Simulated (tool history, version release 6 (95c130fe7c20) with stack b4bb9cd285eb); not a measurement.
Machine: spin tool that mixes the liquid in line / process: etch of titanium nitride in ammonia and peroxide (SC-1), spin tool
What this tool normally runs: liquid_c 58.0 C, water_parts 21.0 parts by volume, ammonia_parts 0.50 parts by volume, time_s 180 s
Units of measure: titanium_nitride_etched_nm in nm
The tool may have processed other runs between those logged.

| run | hour | liquid_c | water_parts | ammonia_parts | time_s | wafers since the last listed run | hours since the thermometer was replaced | hours since the ammonia flow meter was replaced | hours since the heated supply line was repaired | hours since the drum of ammonia solution was connected | hours since the gauge calibration | read-back film thickness of the titanium nitride reference wafer, read on the same gauge (nm) | titanium_nitride_etched_nm |
|---|---|---|---|---|---|---|---|---|---|---|---|---|---|
| 1 | 0.0 | 58.0 | 21.0 | 0.50 | 180 | 0 | 2068.8 | 2354.2 | 1542.2 | 142.6 | 165.3 | 110.04 | 9.62 |
| 2 | 22.7 | 58.0 | 21.0 | 0.50 | 180 | 153 | 2091.5 | 2376.9 | 1564.9 | 165.3 | 188.0 | 109.97 | 9.52 |
|  | 37.6 | gauge calibrated |
| 3 | 46.6 | 58.0 | 18.0 | 0.50 | 225 | 161 | 2115.4 | 2400.8 | 1588.8 | 189.2 | 9.0 | 109.98 | 13.09 |
| 4 | 69.8 | 58.0 | 18.0 | 0.50 | 225 | 156 | 2138.6 | 2424.0 | 1612.0 | 212.4 | 32.2 | 110.05 | 12.86 |
| 5 | 100.9 | 54.0 | 21.0 | 0.50 | 140 | 209 | 2169.7 | 2455.1 | 1643.1 | 243.5 | 63.3 | 110.01 | 5.63 |
|  | 181.2 | heated supply line repaired |
| 6 | 189.3 | 54.0 | 21.0 | 0.50 | 140 | 589 | 2258.1 | 2543.5 | 8.1 | 331.9 | 151.7 | 109.94 | 6.48 |
|  | 205.4 | ammonia flow meter replaced |
| 7 | 219.3 | 54.0 | 21.0 | 0.50 | 140 | 195 | 2288.1 | 13.9 | 38.1 | 361.9 | 181.7 | 110.01 | 6.52 |
| 8 | 239.8 | 49.5 | 21.0 | 0.30 | 180 | 138 | 2308.6 | 34.4 | 58.6 | 382.4 | 202.2 | 109.98 | 5.62 |
|  | 242.7 | new drum of ammonia solution connected |
|  | 246.8 | gauge calibrated |
| 9 | 258.6 | 58.0 | 21.0 | 0.65 | 180 | 120 | 2327.4 | 53.2 | 77.4 | 15.9 | 11.8 | 110.04 | 11.72 |
|  | 284.7 | thermometer replaced |
| 10 | 292.2 | 66.0 | 13.5 | 0.50 | 180 | 219 | 7.5 | 86.8 | 111.0 | 49.5 | 45.4 | 110.03 | 23.77 |
| 11 | 320.0 | 58.0 | 21.0 | 0.50 | 180 | 187 | 35.3 | 114.6 | 138.8 | 77.3 | 73.2 | 110.00 | 11.13 |
| 12 | 346.8 | 62.0 | 21.0 | 0.50 | 180 | 180 | 62.1 | 141.4 | 165.6 | 104.1 | 100.0 | 110.03 | 14.34 |
| 13 | 374.0 | 51.0 | 21.0 | 0.35 | 115 | 183 | 89.3 | 168.6 | 192.8 | 131.3 | 127.2 | 109.99 | 4.06 |
| 14 | 402.3 | 58.0 | 28.5 | 0.50 | 180 | 190 | 117.6 | 196.9 | 221.1 | 159.6 | 155.5 | 110.01 | 9.13 |
| 15 | 429.2 | 49.5 | 21.0 | 0.30 | 180 | 181 | 144.5 | 223.8 | 248.0 | 186.5 | 182.4 | 110.00 | 5.54 |

What the log doesn't show, run by run:
liquid hotter than its thermometer reads (K): 0 in every run
ammonia flow below the setpoint (%): 0 in every run
gauge reads high (%): 0 in every run
H1: temperature lost on the way to the wafer (K)
H2: ammonia solution weaker than its label (%)
| run | H1 | H2 |
|---|---|---|
| 1 | 2.87 | 3.98 |
| 2 | 2.91 | 4.62 |
| 3 | 2.94 | 5.28 |
| 4 | 2.98 | 5.93 |
| 5 | 3.03 | 6.79 |
| 6 | 0.65 | 9.26 |
| 7 | 0.7 | 10.1 |
| 8 | 0.733 | 10.7 |
| 9 | 0.764 | 1.34 |
| 10 | 0.819 | 2.27 |
| 11 | 0.865 | 3.05 |
| 12 | 0.909 | 3.79 |
| 13 | 0.954 | 4.55 |
| 14 | 1 | 5.34 |
| 15 | 1.04 | 6.09 |

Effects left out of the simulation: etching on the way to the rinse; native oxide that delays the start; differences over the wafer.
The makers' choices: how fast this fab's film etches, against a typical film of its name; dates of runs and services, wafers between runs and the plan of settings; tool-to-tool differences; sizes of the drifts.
